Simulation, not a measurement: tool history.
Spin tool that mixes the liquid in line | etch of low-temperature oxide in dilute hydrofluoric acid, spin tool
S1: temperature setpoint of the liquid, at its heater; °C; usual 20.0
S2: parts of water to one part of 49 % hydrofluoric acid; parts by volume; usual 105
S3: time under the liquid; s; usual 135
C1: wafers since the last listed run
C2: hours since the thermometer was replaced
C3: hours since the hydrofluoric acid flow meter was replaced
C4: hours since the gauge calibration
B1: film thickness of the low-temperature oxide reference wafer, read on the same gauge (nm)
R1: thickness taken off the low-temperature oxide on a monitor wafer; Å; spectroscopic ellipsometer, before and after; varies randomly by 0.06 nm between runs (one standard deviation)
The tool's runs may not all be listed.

| run | hour | S1 | S2 | S3 | C1 | C2 | C3 | C4 | B1 | R1 |
|---|---|---|---|---|---|---|---|---|---|---|
| 1 | 0.0 | 20.0 | 105 | 135 | 0 | 858.2 | 424.0 | 91.5 | 140.00 | 153.6 |
| 2 | 54.3 | 17.0 | 105 | 135 | 330 | 912.5 | 478.3 | 145.8 | 139.98 | 134.5 |
| 3 | 88.4 | 20.0 | 105 | 135 | 207 | 946.6 | 512.4 | 179.9 | 139.98 | 152.5 |
| 4 | 159.7 | 20.0 | 105 | 135 | 433 | 1017.9 | 583.7 | 251.2 | 139.97 | 151.7 |
| 5 | 218.4 | 23.5 | 90 | 135 | 357 | 1076.6 | 642.4 | 309.9 | 140.01 | 207.7 |
| 6 | 271.5 | 23.5 | 90 | 135 | 323 | 1129.7 | 695.5 | 363.0 | 140.01 | 207.4 |
| 7 | 333.3 | 18.0 | 105 | 135 | 376 | 1191.5 | 757.3 | 424.8 | 140.01 | 139.8 |
| 8 | 371.9 | 18.0 | 105 | 135 | 234 | 1230.1 | 795.9 | 463.4 | 139.99 | 140.4 |
| 9 | 441.6 | 20.0 | 105 | 135 | 424 | 1299.8 | 865.6 | 533.1 | 139.96 | 151.4 |
| 10 | 481.2 | 20.0 | 105 | 135 | 240 | 1339.4 | 905.2 | 572.7 | 140.02 | 152.0 |
| 11 | 547.9 | 20.0 | 105 | 135 | 405 | 1406.1 | 971.9 | 639.4 | 140.01 | 150.2 |
| 12 | 592.5 | 17.0 | 60 | 190 | 271 | 1450.7 | 1016.5 | 684.0 | 139.97 | 344.1 |
| 13 | 648.4 | 20.0 | 105 | 135 | 340 | 1506.6 | 1072.4 | 739.9 | 140.01 | 150.8 |
|  | 788.1 | hydrofluoric acid flow meter replaced |
| 14 | 798.3 | 20.0 | 105 | 135 | 905 | 1656.5 | 10.2 | 889.8 | 140.02 | 150.1 |
| 15 | 827.7 | 20.0 | 60 | 180 | 178 | 1685.9 | 39.6 | 919.2 | 140.01 | 369.7 |
| 16 | 887.4 | 18.5 | 70 | 135 | 363 | 1745.6 | 99.3 | 978.9 | 139.98 | 219.9 |
|  | 903.7 | gauge calibrated |
|  | 913.1 | thermometer replaced |
| 17 | 931.2 | 24.0 | 55 | 135 | 260 | 18.1 | 143.1 | 27.5 | 140.00 | 367.8 |
| 18 | 970.5 | 20.0 | 60 | 210 | 239 | 57.4 | 182.4 | 66.8 | 139.97 | 440.1 |
| 19 | 1016.3 | 24.0 | 145 | 90 | 278 | 103.2 | 228.2 | 112.6 | 139.97 | 83.2 |
| 20 | 1088.2 | 22.5 | 145 | 70 | 437 | 175.1 | 300.1 | 184.5 | 140.02 | 61.3 |
| 21 | 1117.4 | 18.0 | 60 | 70 | 177 | 204.3 | 329.3 | 213.7 | 140.00 | 134.4 |
| 22 | 1164.9 | 20.0 | 70 | 135 | 289 | 251.8 | 376.8 | 261.2 | 139.98 | 237.2 |

Consider 4 possible next runs. They are alternatives, not a sequence: every one starts from the tool as it was left by run 22. What does each give?
| A | 1165.4 | 20.0 | 105 | 135 | 3 | 252.3 | 377.3 | 261.7 | ? | ? |
| B | 1165.4 | 24.5 | 120 | 70 | 3 | 252.3 | 377.3 | 261.7 | ? | ? |
| C | 1165.4 | 24.5 | 105 | 175 | 3 | 252.3 | 377.3 | 261.7 | ? | ? |
| D | 1165.4 | 20.0 | 105 | 70 | 3 | 252.3 | 377.3 | 261.7 | ? | ? |

| run | B1 | R1 |
|---|---|---|
| A | 140.01 | 153.2 |
| B | 140.01 | 81.8 |
| C | 140.01 | 238.0 |
| D | 140.01 | 79.4 |
Without the tool's unlogged condition, the same runs would have read:
| run | R1 |
|---|---|
| A | 155.5 |
| B | 83.0 |
| C | 241.4 |
| D | 80.6 |
